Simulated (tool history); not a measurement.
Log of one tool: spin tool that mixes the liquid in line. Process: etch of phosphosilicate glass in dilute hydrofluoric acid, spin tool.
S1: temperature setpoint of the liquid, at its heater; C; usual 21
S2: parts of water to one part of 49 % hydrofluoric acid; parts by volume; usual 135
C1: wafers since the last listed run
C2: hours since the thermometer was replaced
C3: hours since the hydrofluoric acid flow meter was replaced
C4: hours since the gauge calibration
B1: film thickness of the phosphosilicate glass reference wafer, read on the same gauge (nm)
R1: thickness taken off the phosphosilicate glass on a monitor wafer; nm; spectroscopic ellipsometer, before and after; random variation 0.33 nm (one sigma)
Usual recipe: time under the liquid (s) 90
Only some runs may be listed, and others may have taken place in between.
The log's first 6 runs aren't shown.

run 7 hour=442.4 | S1=21 S2=135 time_under_the_liquid_(s)=90 | C1=474 C2=722.4 C3=563.9 C4=1667.9 | B1=47.44 | R1=51.23
run 8 hour=525 | S1=21 S2=135 time_under_the_liquid_(s)=90 | C1=601 C2=805 C3=646.5 C4=1750.5 | B1=47.45 | R1=51.32
-- hour=564.6 thermometer replaced
run 9 hour=788 | S1=21 S2=135 time_under_the_liquid_(s)=70 | C1=1908 C2=223.4 C3=909.5 C4=2013.5 | B1=47.24 | R1=39.84
run 10 hour=1036.6 | S1=21 S2=135 time_under_the_liquid_(s)=70 | C1=1810 C2=472 C3=1158.1 C4=2262.1 | B1=47.13 | R1=39.86
run 11 hour=1147.8 | S1=21 S2=135 time_under_the_liquid_(s)=90 | C1=809 C2=583.2 C3=1269.3 C4=2373.3 | B1=47.09 | R1=51.52
run 12 hour=1205.7 | S1=21 S2=135 time_under_the_liquid_(s)=90 | C1=421 C2=641.1 C3=1327.2 C4=2431.2 | B1=47.04 | R1=50.75
-- hour=1324.4 thermometer replaced
run 13 hour=1371.3 | S1=24.5 S2=135 time_under_the_liquid_(s)=110 | C1=1198 C2=46.9 C3=1492.8 C4=2596.8 | B1=47.02 | R1=71.57
run 14 hour=1475.3 | S1=21 S2=135 time_under_the_liquid_(s)=90 | C1=757 C2=150.9 C3=1596.8 C4=2700.8 | B1=47.02 | R1=51
run 15 hour=1511.5 | S1=21 S2=135 time_under_the_liquid_(s)=90 | C1=263 C2=187.1 C3=1633 C4=2737 | B1=46.98 | R1=51.46
run 16 hour=1570.5 | S1=21 S2=135 time_under_the_liquid_(s)=90 | C1=429 C2=246.1 C3=1692 C4=2796 | B1=46.94 | R1=51.11
-- hour=1622.3 hydrofluoric acid flow meter replaced
run 17 hour=1622.8 | S1=21 S2=155 time_under_the_liquid_(s)=50 | C1=373 C2=298.4 C3=0.5 C4=2848.3 | B1=46.97 | R1=24.19
run 18 hour=1666.5 | S1=17.5 S2=135 time_under_the_liquid_(s)=90 | C1=318 C2=342.1 C3=44.2 C4=2892 | B1=46.91 | R1=44.6
run 19 hour=1764.8 | S1=21 S2=135 time_under_the_liquid_(s)=140 | C1=715 C2=440.4 C3=142.5 C4=2990.3 | B1=46.93 | R1=79.89
-- hour=1817.4 gauge calibrated
run 20 hour=1870.3 | S1=21 S2=135 time_under_the_liquid_(s)=90 | C1=768 C2=545.9 C3=248 C4=52.9 | B1=50.13 | R1=54.5
run 21 hour=1961.9 | S1=21 S2=180 time_under_the_liquid_(s)=90 | C1=667 C2=637.5 C3=339.6 C4=144.5 | B1=49.86 | R1=38.67
run 22 hour=2002.7 | S1=19.5 S2=160 time_under_the_liquid_(s)=140 | C1=297 C2=678.3 C3=380.4 C4=185.3 | B1=49.76 | R1=65.27
run 23 hour=2046.3 | S1=23.5 S2=135 time_under_the_liquid_(s)=90 | C1=317 C2=721.9 C3=424 C4=228.9 | B1=49.65 | R1=59.62
-- hour=2052.3 thermometer replaced
run 24 hour=2112.7 | S1=21 S2=135 time_under_the_liquid_(s)=130 | C1=476 C2=60.4 C3=490.4 C4=295.3 | B1=49.5 | R1=78.45
run 25 hour=2174.2 | S1=21 S2=185 time_under_the_liquid_(s)=90 | C1=447 C2=121.9 C3=551.9 C4=356.8 | B1=49.38 | R1=36.87
run 26 hour=2219.7 | S1=21 S2=110 time_under_the_liquid_(s)=90 | C1=331 C2=167.4 C3=597.4 C4=402.3 | B1=49.33 | R1=67.64
run 27 hour=2312.3 | S1=18.5 S2=135 time_under_the_liquid_(s)=90 | C1=674 C2=260 C3=690 C4=494.9 | B1=49.11 | R1=48.39
run 28 hour=2391.5 | S1=19.5 S2=155 time_under_the_liquid_(s)=65 | C1=576 C2=339.2 C3=769.2 C4=574.1 | B1=49 | R1=30.89
run 29 hour=2461.1 | S1=23 S2=110 time_under_the_liquid_(s)=90 | C1=506 C2=408.8 C3=838.8 C4=643.7 | B1=48.83 | R1=72.89
run 30 hour=2534.9 | S1=25 S2=135 time_under_the_liquid_(s)=115 | C1=537 C2=482.6 C3=912.6 C4=717.5 | B1=48.7 | R1=78.81
run 31 hour=2629.2 | S1=17 S2=135 time_under_the_liquid_(s)=90 | C1=686 C2=576.9 C3=1006.9 C4=811.8 | B1=48.57 | R1=44.54

What if the next run were any one of these 5? Each begins from the tool's condition after run 31:
run A hour=2629.6 | S1=21 S2=95 time_under_the_liquid_(s)=90 | C1=2 C2=577.3 C3=1007.3 C4=812.2 | B1=? | R1=?
run B hour=2629.6 | S1=21 S2=200 time_under_the_liquid_(s)=90 | C1=2 C2=577.3 C3=1007.3 C4=812.2 | B1=? | R1=?
run C hour=2629.6 | S1=21 S2=105 time_under_the_liquid_(s)=90 | C1=2 C2=577.3 C3=1007.3 C4=812.2 | B1=? | R1=?
run D hour=2629.6 | S1=19 S2=135 time_under_the_liquid_(s)=90 | C1=2 C2=577.3 C3=1007.3 C4=812.2 | B1=? | R1=?
run E hour=2629.6 | S1=21 S2=165 time_under_the_liquid_(s)=90 | C1=2 C2=577.3 C3=1007.3 C4=812.2 | B1=? | R1=?

run=A B1=48.59 R1=78.82
run=B B1=48.59 R1=33.45
run=C B1=48.59 R1=70.51
run=D B1=48.59 R1=48.95
run=E B1=48.59 R1=42.03
Without the tool's hidden state the same runs would have given:
run=A R1=81.15
run=B R1=34.44
run=C R1=72.59
run=D R1=50.39
run=E R1=43.27
